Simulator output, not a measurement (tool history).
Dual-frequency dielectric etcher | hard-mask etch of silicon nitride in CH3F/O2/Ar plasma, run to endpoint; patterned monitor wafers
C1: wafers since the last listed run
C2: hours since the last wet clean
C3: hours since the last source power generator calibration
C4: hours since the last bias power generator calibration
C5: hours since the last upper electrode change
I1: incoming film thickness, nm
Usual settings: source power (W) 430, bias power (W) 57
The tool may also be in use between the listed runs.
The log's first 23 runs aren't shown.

run 24 hour=1568.2 | source_power_(W)=520 bias_power_(W)=48 | C1=618 C2=167.1 C3=1543.2 C4=642.9 C5=671.1 | I1=56.3 | endpoint_time_(s)=85.0
run 25 hour=1628.2 | source_power_(W)=460 bias_power_(W)=44 | C1=422 C2=227.1 C3=1603.2 C4=702.9 C5=731.1 | I1=55.8 | endpoint_time_(s)=89.5
run 26 hour=1670.8 | source_power_(W)=500 bias_power_(W)=49 | C1=299 C2=269.7 C3=1645.8 C4=745.5 C5=773.7 | I1=55.1 | endpoint_time_(s)=84.9
run 27 hour=1719.0 | source_power_(W)=430 bias_power_(W)=64 | C1=339 C2=317.9 C3=1694.0 C4=793.7 C5=821.9 | I1=54.6 | endpoint_time_(s)=83.7
run 28 hour=1795.3 | source_power_(W)=530 bias_power_(W)=46 | C1=536 C2=394.2 C3=1770.3 C4=870.0 C5=898.2 | I1=55.2 | endpoint_time_(s)=83.6
run 29 hour=1887.5 | source_power_(W)=430 bias_power_(W)=57 | C1=648 C2=486.4 C3=1862.5 C4=962.2 C5=990.4 | I1=55.1 | endpoint_time_(s)=88.2
run 30 hour=1963.4 | source_power_(W)=430 bias_power_(W)=45 | C1=534 C2=562.3 C3=1938.4 C4=1038.1 C5=1066.3 | I1=54.8 | endpoint_time_(s)=90.6
run 31 hour=2047.1 | source_power_(W)=480 bias_power_(W)=67 | C1=589 C2=646.0 C3=2022.1 C4=1121.8 C5=1150.0 | I1=55.3 | endpoint_time_(s)=84.6
-- hour=2086.8 wet clean of the chamber
run 32 hour=2089.9 | source_power_(W)=430 bias_power_(W)=52 | C1=132 C2=3.1 C3=2064.9 C4=1164.6 C5=1192.8 | I1=55.2 | endpoint_time_(s)=86.0
run 33 hour=2151.7 | source_power_(W)=430 bias_power_(W)=57 | C1=434 C2=64.9 C3=2126.7 C4=1226.4 C5=1254.6 | I1=55.0 | endpoint_time_(s)=85.1
run 34 hour=2250.7 | source_power_(W)=490 bias_power_(W)=53 | C1=696 C2=163.9 C3=2225.7 C4=1325.4 C5=1353.6 | I1=55.1 | endpoint_time_(s)=83.8

Forecast each of these 5 alternatives for the next run:
run A hour=2251.1 | source_power_(W)=350 bias_power_(W)=57 | C1=2 C2=164.3 C3=2226.1 C4=1325.8 C5=1354.0 | I1=54.1 | endpoint_time_(s)=?
run B hour=2251.1 | source_power_(W)=370 bias_power_(W)=51 | C1=2 C2=164.3 C3=2226.1 C4=1325.8 C5=1354.0 | I1=54.1 | endpoint_time_(s)=?
run C hour=2251.1 | source_power_(W)=540 bias_power_(W)=69 | C1=2 C2=164.3 C3=2226.1 C4=1325.8 C5=1354.0 | I1=54.1 | endpoint_time_(s)=?
run D hour=2251.1 | source_power_(W)=330 bias_power_(W)=46 | C1=2 C2=164.3 C3=2226.1 C4=1325.8 C5=1354.0 | I1=54.1 | endpoint_time_(s)=?
run E hour=2251.1 | source_power_(W)=350 bias_power_(W)=64 | C1=2 C2=164.3 C3=2226.1 C4=1325.8 C5=1354.0 | I1=54.1 | endpoint_time_(s)=?

run=A endpoint_time_(s)=89.2
run=B endpoint_time_(s)=89.5
run=C endpoint_time_(s)=76.5
run=D endpoint_time_(s)=93.7
run=E endpoint_time_(s)=87.4
Without the tool's hidden state the same runs would have given:
run=A endpoint_time_(s)=88.2
run=B endpoint_time_(s)=88.5
run=C endpoint_time_(s)=75.6
run=D endpoint_time_(s)=92.6
run=E endpoint_time_(s)=86.4
